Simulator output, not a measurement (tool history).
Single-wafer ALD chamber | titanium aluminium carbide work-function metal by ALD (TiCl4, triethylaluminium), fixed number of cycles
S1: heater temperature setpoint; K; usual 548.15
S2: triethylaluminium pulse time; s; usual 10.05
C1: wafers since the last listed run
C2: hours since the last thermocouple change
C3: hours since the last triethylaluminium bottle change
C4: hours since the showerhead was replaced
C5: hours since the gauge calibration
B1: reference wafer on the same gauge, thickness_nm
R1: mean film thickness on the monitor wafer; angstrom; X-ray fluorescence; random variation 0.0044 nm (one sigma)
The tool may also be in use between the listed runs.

{"run": 1, "hour": 0.0, "S1": 537.15, "S2": 10.05, "C1": 0, "C2": 1301.7, "C3": 571.7, "C4": 7085.1, "C5": 476.7, "B1": 2.039, "R1": 16.43}
{"run": 2, "hour": 31.1, "S1": 548.15, "S2": 9.21, "C1": 305, "C2": 1332.8, "C3": 602.8, "C4": 7116.2, "C5": 507.8, "B1": 2.038, "R1": 17.21}
{"run": 3, "hour": 57.3, "S1": 548.15, "S2": 9.21, "C1": 257, "C2": 1359.0, "C3": 629.0, "C4": 7142.4, "C5": 534.0, "B1": 2.039, "R1": 17.14}
{"hour": 89.7, "done": "triethylaluminium bottle replaced"}
{"run": 4, "hour": 113.1, "S1": 548.15, "S2": 10.05, "C1": 469, "C2": 1414.8, "C3": 23.4, "C4": 7198.2, "C5": 589.8, "B1": 2.041, "R1": 17.62}
{"run": 5, "hour": 167.8, "S1": 548.15, "S2": 10.05, "C1": 536, "C2": 1469.5, "C3": 78.1, "C4": 7252.9, "C5": 644.5, "B1": 2.04, "R1": 17.61}
{"run": 6, "hour": 235.3, "S1": 548.15, "S2": 10.05, "C1": 662, "C2": 1537.0, "C3": 145.6, "C4": 7320.4, "C5": 712.0, "B1": 2.038, "R1": 17.6}
{"run": 7, "hour": 282.3, "S1": 548.15, "S2": 10.05, "C1": 461, "C2": 1584.0, "C3": 192.6, "C4": 7367.4, "C5": 759.0, "B1": 2.039, "R1": 17.65}
{"run": 8, "hour": 336.1, "S1": 548.15, "S2": 10.05, "C1": 527, "C2": 1637.8, "C3": 246.4, "C4": 7421.2, "C5": 812.8, "B1": 2.04, "R1": 17.6}
{"run": 9, "hour": 384.9, "S1": 548.15, "S2": 10.05, "C1": 478, "C2": 1686.6, "C3": 295.2, "C4": 7470.0, "C5": 861.6, "B1": 2.04, "R1": 17.54}
{"run": 10, "hour": 451.2, "S1": 548.15, "S2": 10.05, "C1": 650, "C2": 1752.9, "C3": 361.5, "C4": 7536.3, "C5": 927.9, "B1": 2.041, "R1": 17.57}
{"run": 11, "hour": 481.3, "S1": 548.15, "S2": 10.05, "C1": 295, "C2": 1783.0, "C3": 391.6, "C4": 7566.4, "C5": 958.0, "B1": 2.04, "R1": 17.51}
{"run": 12, "hour": 512.6, "S1": 548.15, "S2": 10.05, "C1": 307, "C2": 1814.3, "C3": 422.9, "C4": 7597.7, "C5": 989.3, "B1": 2.041, "R1": 17.53}
{"hour": 589.1, "done": "thermocouple changed; heater temperature recalibrated"}
{"hour": 637.0, "done": "gauge calibrated"}
{"run": 13, "hour": 643.5, "S1": 548.15, "S2": 10.05, "C1": 1206, "C2": 54.4, "C3": 553.8, "C4": 7728.6, "C5": 6.5, "B1": 2.04, "R1": 17.45}
{"hour": 690.9, "done": "triethylaluminium bottle replaced"}
{"run": 14, "hour": 691.4, "S1": 538.15, "S2": 11.99, "C1": 391, "C2": 102.3, "C3": 0.5, "C4": 7776.5, "C5": 54.4, "B1": 2.042, "R1": 16.81}
{"run": 15, "hour": 740.9, "S1": 538.15, "S2": 11.99, "C1": 485, "C2": 151.8, "C3": 50.0, "C4": 7826.0, "C5": 103.9, "B1": 2.039, "R1": 16.86}
{"run": 16, "hour": 812.2, "S1": 548.15, "S2": 10.05, "C1": 699, "C2": 223.1, "C3": 121.3, "C4": 7897.3, "C5": 175.2, "B1": 2.039, "R1": 17.62}
{"run": 17, "hour": 866.8, "S1": 548.15, "S2": 6.45, "C1": 535, "C2": 277.7, "C3": 175.9, "C4": 7951.9, "C5": 229.8, "B1": 2.039, "R1": 16.84}
{"run": 18, "hour": 905.8, "S1": 539.15, "S2": 11.99, "C1": 382, "C2": 316.7, "C3": 214.9, "C4": 7990.9, "C5": 268.8, "B1": 2.039, "R1": 16.86}
{"run": 19, "hour": 962.7, "S1": 548.15, "S2": 10.05, "C1": 558, "C2": 373.6, "C3": 271.8, "C4": 8047.8, "C5": 325.7, "B1": 2.041, "R1": 17.63}
{"run": 20, "hour": 997.7, "S1": 560.15, "S2": 7.92, "C1": 343, "C2": 408.6, "C3": 306.8, "C4": 8082.8, "C5": 360.7, "B1": 2.04, "R1": 18.4}
{"run": 21, "hour": 1033.0, "S1": 542.15, "S2": 6.1, "C1": 346, "C2": 443.9, "C3": 342.1, "C4": 8118.1, "C5": 396.0, "B1": 2.04, "R1": 16.12}
{"hour": 1051.1, "done": "showerhead replaced"}
{"run": 22, "hour": 1101.1, "S1": 559.15, "S2": 7.24, "C1": 589, "C2": 512.0, "C3": 410.2, "C4": 50.0, "C5": 464.1, "B1": 2.041, "R1": 17.99}
{"run": 23, "hour": 1147.5, "S1": 541.15, "S2": 10.05, "C1": 455, "C2": 558.4, "C3": 456.6, "C4": 96.4, "C5": 510.5, "B1": 2.039, "R1": 16.84}
{"run": 24, "hour": 1186.1, "S1": 561.15, "S2": 11.21, "C1": 378, "C2": 597.0, "C3": 495.2, "C4": 135.0, "C5": 549.1, "B1": 2.039, "R1": 18.87}
{"run": 25, "hour": 1218.2, "S1": 548.15, "S2": 10.05, "C1": 315, "C2": 629.1, "C3": 527.3, "C4": 167.1, "C5": 581.2, "B1": 2.04, "R1": 17.49}
{"hour": 1308.8, "done": "triethylaluminium bottle replaced"}
{"run": 26, "hour": 1309.3, "S1": 537.15, "S2": 12.35, "C1": 815, "C2": 720.2, "C3": 0.5, "C4": 258.2, "C5": 672.3, "B1": 2.039, "R1": 16.85}
{"run": 27, "hour": 1365.1, "S1": 543.15, "S2": 13.58, "C1": 547, "C2": 776.0, "C3": 56.3, "C4": 314.0, "C5": 728.1, "B1": 2.041, "R1": 17.46}
{"run": 28, "hour": 1418.5, "S1": 538.15, "S2": 10.05, "C1": 524, "C2": 829.4, "C3": 109.7, "C4": 367.4, "C5": 781.5, "B1": 2.038, "R1": 16.73}
{"run": 29, "hour": 1470.6, "S1": 554.15, "S2": 7.1, "C1": 511, "C2": 881.5, "C3": 161.8, "C4": 419.5, "C5": 833.6, "B1": 2.04, "R1": 17.56}
{"run": 30, "hour": 1513.2, "S1": 559.15, "S2": 7.12, "C1": 418, "C2": 924.1, "C3": 204.4, "C4": 462.1, "C5": 876.2, "B1": 2.042, "R1": 18.05}
{"run": 31, "hour": 1700.0, "S1": 548.15, "S2": 13.26, "C1": 1833, "C2": 1110.9, "C3": 391.2, "C4": 648.9, "C5": 1063.0, "B1": 2.038, "R1": 17.85}

How the hidden state differs across the entries between the runs, from the last listed run before each to the first after it:
Between runs 3 and 4: triethylaluminium bottle replaced (hour 89.7)
  triethylaluminium dose above that of a fresh bottle (%): -18.6 -> -2
  measured less the result without the state, R1: -0.33 -> -0.02 angstrom
Between runs 12 and 13: thermocouple changed; heater temperature recalibrated (hour 589.1); gauge calibrated (hour 637.0)
  triethylaluminium dose above that of a fresh bottle (%): -9.91 -> -15.6
  measured less the result without the state, R1: -0.14 -> -0.24 angstrom
Between runs 13 and 14: triethylaluminium bottle replaced (hour 690.9)
  triethylaluminium dose above that of a fresh bottle (%): -15.6 -> -1.44
  measured less the result without the state, R1: -0.24 -> -0.02 angstrom
Between runs 21 and 22: showerhead replaced (hour 1051.1)
  triethylaluminium dose above that of a fresh bottle (%): -6.63 -> -8.9
  measured less the result without the state, R1: -0.16 -> -0.20 angstrom
Between runs 25 and 26: triethylaluminium bottle replaced (hour 1308.8)
  triethylaluminium dose above that of a fresh bottle (%): -13.8 -> -1.21
  measured less the result without the state, R1: -0.21 -> -0.01 angstrom
